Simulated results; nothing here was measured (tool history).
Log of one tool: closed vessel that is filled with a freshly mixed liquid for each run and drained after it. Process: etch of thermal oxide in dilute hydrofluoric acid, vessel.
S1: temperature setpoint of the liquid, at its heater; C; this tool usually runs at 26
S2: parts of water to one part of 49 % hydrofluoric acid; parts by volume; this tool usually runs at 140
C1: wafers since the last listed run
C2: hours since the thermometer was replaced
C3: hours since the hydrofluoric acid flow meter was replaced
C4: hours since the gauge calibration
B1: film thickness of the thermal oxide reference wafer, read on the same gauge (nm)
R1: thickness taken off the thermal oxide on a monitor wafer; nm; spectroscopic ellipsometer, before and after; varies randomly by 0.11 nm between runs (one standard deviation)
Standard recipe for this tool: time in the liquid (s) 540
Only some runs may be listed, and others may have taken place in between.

{"run": 1, "day": 0.0, "S1": 26, "S2": 140, "time in the liquid (s)": 540, "C1": 0, "C2": 857.6, "C3": 1643.9, "C4": 227.4, "B1": 59.97, "R1": 19.73}
{"run": 2, "day": 0.55, "S1": 26, "S2": 140, "time in the liquid (s)": 540, "C1": 1118, "C2": 870.8, "C3": 1657.1, "C4": 240.6, "B1": 60, "R1": 19.97}
{"day": 0.658, "done": "gauge calibrated"}
{"run": 3, "day": 1.129, "S1": 26, "S2": 140, "time in the liquid (s)": 540, "C1": 1177, "C2": 884.7, "C3": 1671, "C4": 11.3, "B1": 60.02, "R1": 19.86}
{"run": 4, "day": 1.808, "S1": 26, "S2": 115, "time in the liquid (s)": 415, "C1": 1381, "C2": 901, "C3": 1687.3, "C4": 27.6, "B1": 60.01, "R1": 19.44}
{"run": 5, "day": 2.467, "S1": 26, "S2": 115, "time in the liquid (s)": 415, "C1": 1338, "C2": 916.8, "C3": 1703.1, "C4": 43.4, "B1": 60, "R1": 19.31}
{"run": 6, "day": 3.154, "S1": 26, "S2": 90, "time in the liquid (s)": 540, "C1": 1397, "C2": 933.3, "C3": 1719.6, "C4": 59.9, "B1": 60.02, "R1": 33.1}
{"run": 7, "day": 3.683, "S1": 26, "S2": 90, "time in the liquid (s)": 540, "C1": 1076, "C2": 946, "C3": 1732.3, "C4": 72.6, "B1": 59.99, "R1": 33.36}
{"run": 8, "day": 4.246, "S1": 26, "S2": 90, "time in the liquid (s)": 540, "C1": 1143, "C2": 959.5, "C3": 1745.8, "C4": 86.1, "B1": 59.98, "R1": 33.18}
{"run": 9, "day": 4.662, "S1": 26, "S2": 140, "time in the liquid (s)": 685, "C1": 847, "C2": 969.5, "C3": 1755.8, "C4": 96.1, "B1": 60, "R1": 25.48}
{"run": 10, "day": 4.917, "S1": 26, "S2": 140, "time in the liquid (s)": 685, "C1": 516, "C2": 975.6, "C3": 1761.9, "C4": 102.2, "B1": 59.99, "R1": 25.51}
{"run": 11, "day": 5.412, "S1": 26, "S2": 140, "time in the liquid (s)": 650, "C1": 1008, "C2": 987.5, "C3": 1773.8, "C4": 114.1, "B1": 60.01, "R1": 24.14}
{"run": 12, "day": 6.117, "S1": 26, "S2": 140, "time in the liquid (s)": 650, "C1": 1431, "C2": 1004.4, "C3": 1790.7, "C4": 131, "B1": 59.99, "R1": 24.06}
{"run": 13, "day": 6.462, "S1": 26, "S2": 140, "time in the liquid (s)": 755, "C1": 703, "C2": 1012.7, "C3": 1799, "C4": 139.3, "B1": 59.97, "R1": 27.85}
{"day": 7.083, "done": "thermometer replaced"}
{"run": 14, "day": 7.138, "S1": 26, "S2": 140, "time in the liquid (s)": 755, "C1": 1287, "C2": 1.3, "C3": 1815.2, "C4": 155.5, "B1": 60.01, "R1": 27.79}
{"run": 15, "day": 7.725, "S1": 26, "S2": 140, "time in the liquid (s)": 755, "C1": 1194, "C2": 15.4, "C3": 1829.3, "C4": 169.6, "B1": 60.01, "R1": 27.87}
{"run": 16, "day": 8.208, "S1": 26, "S2": 180, "time in the liquid (s)": 540, "C1": 982, "C2": 27, "C3": 1840.9, "C4": 181.2, "B1": 59.99, "R1": 14.79}
{"run": 17, "day": 8.483, "S1": 21.5, "S2": 140, "time in the liquid (s)": 295, "C1": 559, "C2": 33.6, "C3": 1847.5, "C4": 187.8, "B1": 60.02, "R1": 9.2}
{"run": 18, "day": 8.929, "S1": 28.5, "S2": 140, "time in the liquid (s)": 450, "C1": 906, "C2": 44.3, "C3": 1858.2, "C4": 198.5, "B1": 60, "R1": 18.4}
{"day": 9.392, "done": "gauge calibrated"}
{"run": 19, "day": 9.508, "S1": 23, "S2": 140, "time in the liquid (s)": 845, "C1": 1177, "C2": 58.2, "C3": 1872.1, "C4": 2.8, "B1": 59.99, "R1": 27.95}
{"run": 20, "day": 10.142, "S1": 26, "S2": 75, "time in the liquid (s)": 245, "C1": 1287, "C2": 73.4, "C3": 1887.3, "C4": 18, "B1": 60, "R1": 18.59}
{"run": 21, "day": 10.8, "S1": 26, "S2": 140, "time in the liquid (s)": 540, "C1": 1338, "C2": 89.2, "C3": 1903.1, "C4": 33.8, "B1": 59.99, "R1": 20.18}
{"run": 22, "day": 11.217, "S1": 26, "S2": 75, "time in the liquid (s)": 245, "C1": 847, "C2": 99.2, "C3": 1913.1, "C4": 43.8, "B1": 60, "R1": 18.34}
{"run": 23, "day": 11.6, "S1": 26, "S2": 170, "time in the liquid (s)": 830, "C1": 779, "C2": 108.4, "C3": 1922.3, "C4": 53, "B1": 59.99, "R1": 24.54}
{"run": 24, "day": 11.858, "S1": 22, "S2": 200, "time in the liquid (s)": 385, "C1": 525, "C2": 114.6, "C3": 1928.5, "C4": 59.2, "B1": 59.98, "R1": 8.03}
{"day": 12.433, "done": "hydrofluoric acid flow meter replaced"}
{"run": 25, "day": 12.546, "S1": 21.5, "S2": 100, "time in the liquid (s)": 305, "C1": 1313, "C2": 131.1, "C3": 2.7, "C4": 75.7, "B1": 60.02, "R1": 14}
{"run": 26, "day": 13.1, "S1": 26, "S2": 140, "time in the liquid (s)": 540, "C1": 1126, "C2": 144.4, "C3": 16, "C4": 89, "B1": 59.99, "R1": 20.05}
{"run": 27, "day": 13.692, "S1": 26, "S2": 100, "time in the liquid (s)": 540, "C1": 1203, "C2": 158.6, "C3": 30.2, "C4": 103.2, "B1": 60.01, "R1": 29.5}
{"run": 28, "day": 14.125, "S1": 22, "S2": 90, "time in the liquid (s)": 860, "C1": 881, "C2": 169, "C3": 40.6, "C4": 113.6, "B1": 60.01, "R1": 44.96}
{"run": 29, "day": 14.479, "S1": 26, "S2": 140, "time in the liquid (s)": 700, "C1": 720, "C2": 177.5, "C3": 49.1, "C4": 122.1, "B1": 60.01, "R1": 25.96}
{"run": 30, "day": 14.775, "S1": 27.5, "S2": 70, "time in the liquid (s)": 355, "C1": 601, "C2": 184.6, "C3": 56.2, "C4": 129.2, "B1": 60, "R1": 30.74}
{"run": 31, "day": 15.325, "S1": 29.5, "S2": 180, "time in the liquid (s)": 845, "C1": 1118, "C2": 197.8, "C3": 69.4, "C4": 142.4, "B1": 60, "R1": 26.67}
{"run": 32, "day": 15.633, "S1": 26, "S2": 140, "time in the liquid (s)": 755, "C1": 626, "C2": 205.2, "C3": 76.8, "C4": 149.8, "B1": 60.01, "R1": 27.99}
{"run": 33, "day": 15.917, "S1": 26, "S2": 140, "time in the liquid (s)": 540, "C1": 576, "C2": 212, "C3": 83.6, "C4": 156.6, "B1": 59.98, "R1": 20.02}

List, for all runs, the conditions of the tool that the log does not record:
liquid colder than its thermometer reads (K): 0 in every run
hydrofluoric acid flow above the setpoint (%): 0 in every run
gauge reads high (%): 0 in every run
